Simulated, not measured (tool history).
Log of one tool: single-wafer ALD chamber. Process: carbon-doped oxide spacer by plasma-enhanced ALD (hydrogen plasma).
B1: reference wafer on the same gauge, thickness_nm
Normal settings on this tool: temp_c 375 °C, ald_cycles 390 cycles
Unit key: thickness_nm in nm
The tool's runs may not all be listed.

Run 1, day 0.000: usual settings; B1 21.614. Result: thickness_nm 18.674 nm.
Run 2, day 3.392: usual settings but ald_cycles 410 cycles; B1 21.660. Result: thickness_nm 19.730 nm.
Run 3, day 6.200: usual settings but ald_cycles 410 cycles; B1 21.697. Result: thickness_nm 19.614 nm.
Run 4, day 8.146: usual settings but ald_cycles 410 cycles; B1 21.695. Result: thickness_nm 19.708 nm.
Run 5, day 10.404: usual settings; B1 21.710. Result: thickness_nm 18.744 nm.
Run 6, day 13.400: usual settings but temp_c 365 °C; B1 21.788. Result: thickness_nm 18.813 nm.
Run 7, day 15.338: usual settings but temp_c 365 °C; B1 21.785. Result: thickness_nm 18.885 nm.
At day 18.238: gauge calibrated.
Run 8, day 18.321: usual settings but temp_c 367 °C, ald_cycles 326 cycles; B1 21.555. Result: thickness_nm 15.592 nm.
Run 9, day 24.512: usual settings but temp_c 380 °C, ald_cycles 315 cycles; B1 21.634. Result: thickness_nm 15.087 nm.
At day 25.733: thermocouple changed; heater temperature recalibrated.
Run 10, day 27.325: usual settings but temp_c 388 °C, ald_cycles 441 cycles; B1 21.660. Result: thickness_nm 21.235 nm.
Run 11, day 30.479: usual settings but temp_c 370 °C, ald_cycles 454 cycles; B1 21.678. Result: thickness_nm 21.918 nm.
Run 12, day 35.654: usual settings but temp_c 380 °C, ald_cycles 315 cycles; B1 21.727. Result: thickness_nm 15.086 nm.
Run 13, day 37.512: usual settings; B1 21.766. Result: thickness_nm 18.902 nm.
Run 14, day 41.488: usual settings but ald_cycles 320 cycles; B1 21.773. Result: thickness_nm 15.458 nm.
Run 15, day 45.075: usual settings but temp_c 371 °C, ald_cycles 467 cycles; B1 21.824. Result: thickness_nm 22.534 nm.

Predict each of these 3 candidate next runs independently; none follows another, all start after run 15:
Run A, day 45.117: usual settings; B1 ?. Result: thickness_nm ?.
Run B, day 45.117: usual settings but temp_c 388 °C; B1 ?. Result: thickness_nm ?.
Run C, day 45.117: usual settings but temp_c 366 °C; B1 ?. Result: thickness_nm ?.

run      B1  thickness_nm
  A  21.836        18.819
  B  21.836        18.819
  C  21.836        18.819
Without the tool's hidden state the same runs would have given:
run  thickness_nm
  A        18.530
  B        18.530
  C        18.530
